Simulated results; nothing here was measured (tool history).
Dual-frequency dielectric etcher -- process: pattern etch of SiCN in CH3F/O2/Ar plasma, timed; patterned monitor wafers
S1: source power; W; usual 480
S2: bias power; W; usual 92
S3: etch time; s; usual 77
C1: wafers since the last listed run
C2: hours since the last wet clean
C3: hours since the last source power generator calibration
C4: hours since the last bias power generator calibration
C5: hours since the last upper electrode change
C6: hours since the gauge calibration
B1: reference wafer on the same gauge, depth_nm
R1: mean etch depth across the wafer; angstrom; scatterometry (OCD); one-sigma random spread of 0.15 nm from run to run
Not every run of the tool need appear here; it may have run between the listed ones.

run	day	S1	S2	S3	C1	C2	C3	C4	C5	C6	B1	R1
1	0	480	92	77	0	138	885.9	2446.1	2085.7	18.5	31.08	306.4
2	1.05	480	92	94.5	365	163.2	911.1	2471.3	2110.9	43.7	31.07	376
3	3.004	480	92	94.5	679	210.1	958	2518.2	2157.8	90.6	31.09	375.3
4	5.479	480	92	77	861	269.5	1017.4	2577.6	2217.2	150	31.03	304.9
5	8.392	480	92	77	1013	339.4	1087.3	2647.5	2287.1	219.9	31.06	301.1
6	12.588	480	92	77	1460	440.1	1188	2748.2	2387.8	320.6	31.09	296.9
7	13.858	480	92	77	442	470.6	1218.5	2778.7	2418.3	351.1	31.06	300
8	15.538	480	92	77	584	510.9	1258.8	2819	2458.6	391.4	31.04	297.8
# day 18.046: upper electrode replaced
# day 18.754: wet clean of the chamber
9	18.775	420	92	77	531	0.5	1336.5	2896.7	17.5	469.1	31.1	298.6
10	21.367	420	92	77	901	62.7	1398.7	2958.9	79.7	531.3	31.11	298.5
11	23.921	480	92	77	888	124	1460	3020.2	141	592.6	31.15	305
12	25.75	480	92	77	636	167.9	1503.9	3064.1	184.9	636.5	31.07	305
13	26.838	480	92	77	378	194	1530	3090.2	211	662.6	31.15	303.2
14	29.571	480	92	77	951	259.6	1595.6	3155.8	276.6	728.2	31.12	302.9
# day 31.338: bias power generator calibrated
15	31.842	450	98	94	732	314.1	1650.1	12.1	331.1	782.7	31.11	375
16	33.717	580	92	77	652	359.1	1695.1	57.1	376.1	827.7	31.06	315.4
17	36.621	480	92	77	1010	428.8	1764.8	126.8	445.8	897.4	31.08	298.5
18	39.6	530	104	77	1036	500.3	1836.3	198.3	517.3	968.9	31.11	322.8
# day 41.067: gauge calibrated
19	41.271	580	103	84.5	581	540.4	1876.4	238.4	557.4	4.9	31.05	358.3
20	43.204	480	113	64.5	672	586.8	1922.8	284.8	603.8	51.3	31.08	272.5
21	44.3	480	73	86	381	613.1	1949.1	311.1	630.1	77.6	31.02	292.8
22	46.425	550	92	77	739	664.1	2000.1	362.1	681.1	128.6	31.1	303.2
# day 47.142: source power generator calibrated
# day 48.121: wet clean of the chamber
23	48.142	480	92	95	199	0.5	24	403.3	722.3	169.8	31.09	384.5
24	48.629	480	100	96	169	12.2	35.7	415	734	181.5	31.09	407.5
25	50.15	400	102	77	529	48.7	72.2	451.5	770.5	218	31.1	311.3
26	53.15	590	92	77	1043	120.7	144.2	523.5	842.5	290	31.05	325.3
27	56.121	480	92	77	1033	192	215.5	594.8	913.8	361.3	31.13	307.1
28	58.025	590	72	77	662	237.7	261.2	640.5	959.5	407	31.13	286.4
29	59.379	480	92	77	471	270.2	293.7	673	992	439.5	31.07	303.7

Branching from run 29: 5 alternative next runs. What would each branch give?
A	59.396	570	92	77	5	270.6	294.1	673.4	992.4	439.9	?	?
B	59.396	450	92	77	5	270.6	294.1	673.4	992.4	439.9	?	?
C	59.396	360	103	91.5	5	270.6	294.1	673.4	992.4	439.9	?	?
D	59.396	410	83	66	5	270.6	294.1	673.4	992.4	439.9	?	?
E	59.396	380	86	58	5	270.6	294.1	673.4	992.4	439.9	?	?

run	B1	R1
A	31.07	318
B	31.07	299.9
C	31.07	358.2
D	31.07	239
E	31.07	210.2
Without the tool's hidden state the same runs would have given:
run	R1
A	322.1
B	303.8
C	362.8
D	242.1
E	212.8
